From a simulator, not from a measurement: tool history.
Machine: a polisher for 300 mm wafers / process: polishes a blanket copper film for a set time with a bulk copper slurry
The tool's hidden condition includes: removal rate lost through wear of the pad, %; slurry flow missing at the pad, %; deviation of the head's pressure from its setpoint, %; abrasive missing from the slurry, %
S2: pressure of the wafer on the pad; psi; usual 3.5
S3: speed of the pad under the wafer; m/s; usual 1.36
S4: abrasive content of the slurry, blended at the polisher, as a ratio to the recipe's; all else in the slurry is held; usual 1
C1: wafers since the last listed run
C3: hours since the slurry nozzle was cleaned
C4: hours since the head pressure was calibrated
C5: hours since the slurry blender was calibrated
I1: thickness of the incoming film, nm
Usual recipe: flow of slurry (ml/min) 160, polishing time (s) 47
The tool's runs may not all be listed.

{"run": 1, "day": 0.0, "flow of slurry (ml/min)": 160, "S2": 3, "S3": 1.36, "S4": 0.9, "polishing time (s)": 47, "C1": 0, "wafers polished on this pad": 1327, "C3": 323.3, "C4": 1365.4, "C5": 279.5, "I1": 3486.3, "film removed (angstrom)": 6167}
{"run": 2, "day": 0.612, "flow of slurry (ml/min)": 160, "S2": 3.5, "S3": 1.36, "S4": 1, "polishing time (s)": 47, "C1": 274, "wafers polished on this pad": 1602, "C3": 338, "C4": 1380.1, "C5": 294.2, "I1": 3467.6, "film removed (angstrom)": 6814}
{"run": 3, "day": 1.217, "flow of slurry (ml/min)": 160, "S2": 3.5, "S3": 1.36, "S4": 1, "polishing time (s)": 47, "C1": 270, "wafers polished on this pad": 1873, "C3": 352.5, "C4": 1394.6, "C5": 308.7, "I1": 3452.9, "film removed (angstrom)": 6719}
{"run": 4, "day": 1.696, "flow of slurry (ml/min)": 160, "S2": 3.5, "S3": 1.36, "S4": 1, "polishing time (s)": 55, "C1": 214, "wafers polished on this pad": 2088, "C3": 364, "C4": 1406.1, "C5": 320.2, "I1": 3470.6, "film removed (angstrom)": 7896}
{"day": 2.375, "done": "worn pad replaced by a new one"}
{"run": 5, "day": 2.396, "flow of slurry (ml/min)": 160, "S2": 3.5, "S3": 1.36, "S4": 1, "polishing time (s)": 55, "C1": 239, "wafers polished on this pad": 9, "C3": 380.8, "C4": 1422.9, "C5": 337, "I1": 3535.9, "film removed (angstrom)": 7866}
{"run": 6, "day": 2.942, "flow of slurry (ml/min)": 160, "S2": 3.5, "S3": 1.36, "S4": 1, "polishing time (s)": 47, "C1": 244, "wafers polished on this pad": 254, "C3": 393.9, "C4": 1436, "C5": 350.1, "I1": 3515.4, "film removed (angstrom)": 6682}
{"run": 7, "day": 3.217, "flow of slurry (ml/min)": 160, "S2": 3.5, "S3": 1.7, "S4": 1, "polishing time (s)": 47, "C1": 123, "wafers polished on this pad": 378, "C3": 400.5, "C4": 1442.6, "C5": 356.7, "I1": 3479.9, "film removed (angstrom)": 7898}
{"run": 8, "day": 3.629, "flow of slurry (ml/min)": 160, "S2": 3.5, "S3": 1.36, "S4": 1, "polishing time (s)": 47, "C1": 184, "wafers polished on this pad": 563, "C3": 410.4, "C4": 1452.5, "C5": 366.6, "I1": 3504.7, "film removed (angstrom)": 6793}
{"day": 4.096, "done": "head pressure recalibrated"}
{"run": 9, "day": 4.204, "flow of slurry (ml/min)": 160, "S2": 3.5, "S3": 1.14, "S4": 1, "polishing time (s)": 58, "C1": 220, "wafers polished on this pad": 783, "C3": 424.2, "C4": 2.6, "C5": 380.4, "I1": 3458.6, "film removed (angstrom)": 7343}
{"run": 10, "day": 4.675, "flow of slurry (ml/min)": 140, "S2": 3.5, "S3": 1.36, "S4": 1, "polishing time (s)": 47, "C1": 211, "wafers polished on this pad": 994, "C3": 435.5, "C4": 13.9, "C5": 391.7, "I1": 3446.8, "film removed (angstrom)": 6692}
{"run": 11, "day": 5.396, "flow of slurry (ml/min)": 160, "S2": 2.6, "S3": 1.22, "S4": 0.75, "polishing time (s)": 47, "C1": 323, "wafers polished on this pad": 1318, "C3": 452.8, "C4": 31.2, "C5": 409, "I1": 3492.3, "film removed (angstrom)": 4849}
{"run": 12, "day": 7.412, "flow of slurry (ml/min)": 130, "S2": 2.8, "S3": 1.8, "S4": 0.7, "polishing time (s)": 47, "C1": 904, "wafers polished on this pad": 2222, "C3": 501.2, "C4": 79.6, "C5": 457.4, "I1": 3496.7, "film removed (angstrom)": 6359}
{"run": 13, "day": 7.783, "flow of slurry (ml/min)": 160, "S2": 3.5, "S3": 1.36, "S4": 1, "polishing time (s)": 47, "C1": 166, "wafers polished on this pad": 2388, "C3": 510.1, "C4": 88.5, "C5": 466.3, "I1": 3464.9, "film removed (angstrom)": 6594}
{"day": 8.042, "done": "worn pad replaced by a new one"}
{"day": 8.138, "done": "slurry blender recalibrated"}
{"run": 14, "day": 8.412, "flow of slurry (ml/min)": 190, "S2": 3.5, "S3": 1.36, "S4": 1, "polishing time (s)": 35, "C1": 170, "wafers polished on this pad": 128, "C3": 525.2, "C4": 103.6, "C5": 6.6, "I1": 3473.8, "film removed (angstrom)": 4914}
{"day": 8.729, "done": "slurry nozzle cleaned"}
{"run": 15, "day": 9.092, "flow of slurry (ml/min)": 190, "S2": 3.5, "S3": 1.36, "S4": 1, "polishing time (s)": 47, "C1": 285, "wafers polished on this pad": 414, "C3": 8.7, "C4": 119.9, "C5": 22.9, "I1": 3463.6, "film removed (angstrom)": 7246}
{"run": 16, "day": 9.725, "flow of slurry (ml/min)": 160, "S2": 2.6, "S3": 1.36, "S4": 1, "polishing time (s)": 42, "C1": 284, "wafers polished on this pad": 698, "C3": 23.9, "C4": 135.1, "C5": 38.1, "I1": 3456.6, "film removed (angstrom)": 5251}
{"run": 17, "day": 10.125, "flow of slurry (ml/min)": 160, "S2": 3.5, "S3": 1.54, "S4": 1, "polishing time (s)": 47, "C1": 179, "wafers polished on this pad": 878, "C3": 33.5, "C4": 144.7, "C5": 47.7, "I1": 3510.8, "film removed (angstrom)": 7717}
{"run": 18, "day": 10.758, "flow of slurry (ml/min)": 195, "S2": 2.4, "S3": 1.36, "S4": 1, "polishing time (s)": 47, "C1": 284, "wafers polished on this pad": 1162, "C3": 48.7, "C4": 159.9, "C5": 62.9, "I1": 3511.2, "film removed (angstrom)": 5835}
{"run": 19, "day": 11.258, "flow of slurry (ml/min)": 175, "S2": 3.5, "S3": 1.36, "S4": 1, "polishing time (s)": 47, "C1": 224, "wafers polished on this pad": 1386, "C3": 60.7, "C4": 171.9, "C5": 74.9, "I1": 3455.3, "film removed (angstrom)": 7035}
{"run": 20, "day": 11.633, "flow of slurry (ml/min)": 160, "S2": 3.5, "S3": 1.36, "S4": 1, "polishing time (s)": 47, "C1": 168, "wafers polished on this pad": 1554, "C3": 69.7, "C4": 180.9, "C5": 83.9, "I1": 3482.2, "film removed (angstrom)": 7017}
{"run": 21, "day": 12.25, "flow of slurry (ml/min)": 160, "S2": 3.5, "S3": 1.36, "S4": 1, "polishing time (s)": 47, "C1": 276, "wafers polished on this pad": 1831, "C3": 84.5, "C4": 195.7, "C5": 98.7, "I1": 3450.7, "film removed (angstrom)": 6926}
{"run": 22, "day": 13.333, "flow of slurry (ml/min)": 210, "S2": 3.5, "S3": 1.36, "S4": 1, "polishing time (s)": 47, "C1": 485, "wafers polished on this pad": 2316, "C3": 110.5, "C4": 221.7, "C5": 124.7, "I1": 3481.1, "film removed (angstrom)": 7212}
{"day": 13.525, "done": "worn pad replaced by a new one"}
{"run": 23, "day": 14.083, "flow of slurry (ml/min)": 210, "S2": 4.5, "S3": 1.36, "S4": 0.85, "polishing time (s)": 36, "C1": 261, "wafers polished on this pad": 249, "C3": 128.5, "C4": 239.7, "C5": 142.7, "I1": 3511.9, "film removed (angstrom)": 6418}
{"run": 24, "day": 14.629, "flow of slurry (ml/min)": 160, "S2": 4.5, "S3": 1.36, "S4": 1.2, "polishing time (s)": 56, "C1": 244, "wafers polished on this pad": 494, "C3": 141.6, "C4": 252.8, "C5": 155.8, "I1": 3425.9, "film removed (angstrom)": 10203}
{"run": 25, "day": 14.996, "flow of slurry (ml/min)": 160, "S2": 3.5, "S3": 1.36, "S4": 1, "polishing time (s)": 47, "C1": 164, "wafers polished on this pad": 658, "C3": 150.4, "C4": 261.6, "C5": 164.6, "I1": 3468, "film removed (angstrom)": 6842}
{"run": 26, "day": 15.5, "flow of slurry (ml/min)": 135, "S2": 3, "S3": 1.36, "S4": 1.15, "polishing time (s)": 62, "C1": 226, "wafers polished on this pad": 885, "C3": 162.5, "C4": 273.7, "C5": 176.7, "I1": 3481.1, "film removed (angstrom)": 8316}
{"run": 27, "day": 16.008, "flow of slurry (ml/min)": 135, "S2": 3, "S3": 1.36, "S4": 1.15, "polishing time (s)": 62, "C1": 227, "wafers polished on this pad": 1112, "C3": 174.7, "C4": 285.9, "C5": 188.9, "I1": 3509.8, "film removed (angstrom)": 8266}
{"run": 28, "day": 16.579, "flow of slurry (ml/min)": 160, "S2": 3.5, "S3": 1.36, "S4": 1, "polishing time (s)": 47, "C1": 256, "wafers polished on this pad": 1369, "C3": 188.4, "C4": 299.6, "C5": 202.6, "I1": 3553.3, "film removed (angstrom)": 7002}
{"run": 29, "day": 16.962, "flow of slurry (ml/min)": 160, "S2": 2.9, "S3": 1.36, "S4": 1, "polishing time (s)": 53, "C1": 171, "wafers polished on this pad": 1540, "C3": 197.6, "C4": 308.8, "C5": 211.8, "I1": 3474.1, "film removed (angstrom)": 6997}
{"run": 30, "day": 17.433, "flow of slurry (ml/min)": 160, "S2": 3, "S3": 1.36, "S4": 0.9, "polishing time (s)": 47, "C1": 211, "wafers polished on this pad": 1752, "C3": 208.9, "C4": 320.1, "C5": 223.1, "I1": 3494, "film removed (angstrom)": 6018}

Measured result minus the same run's result without the hidden state. Both carry the same run-to-run variation, though not necessarily the same gauge scatter:
run=1 film_removed_(angstrom)=-270
run=2 film_removed_(angstrom)=-315
run=3 film_removed_(angstrom)=-327
run=4 film_removed_(angstrom)=-401
run=5 film_removed_(angstrom)=-424
run=6 film_removed_(angstrom)=-376
run=7 film_removed_(angstrom)=-455
run=8 film_removed_(angstrom)=-404
run=9 film_removed_(angstrom)=-457
run=10 film_removed_(angstrom)=-481
run=11 film_removed_(angstrom)=-330
run=12 film_removed_(angstrom)=-593
run=13 film_removed_(angstrom)=-534
run=14 film_removed_(angstrom)=-360
run=15 film_removed_(angstrom)=-55
run=16 film_removed_(angstrom)=-55
run=17 film_removed_(angstrom)=-90
run=18 film_removed_(angstrom)=-66
run=19 film_removed_(angstrom)=-97
run=20 film_removed_(angstrom)=-112
run=21 film_removed_(angstrom)=-124
run=22 film_removed_(angstrom)=-122
run=23 film_removed_(angstrom)=-121
run=24 film_removed_(angstrom)=-260
run=25 film_removed_(angstrom)=-183
run=26 film_removed_(angstrom)=-271
run=27 film_removed_(angstrom)=-286
run=28 film_removed_(angstrom)=-226
run=29 film_removed_(angstrom)=-236
run=30 film_removed_(angstrom)=-213

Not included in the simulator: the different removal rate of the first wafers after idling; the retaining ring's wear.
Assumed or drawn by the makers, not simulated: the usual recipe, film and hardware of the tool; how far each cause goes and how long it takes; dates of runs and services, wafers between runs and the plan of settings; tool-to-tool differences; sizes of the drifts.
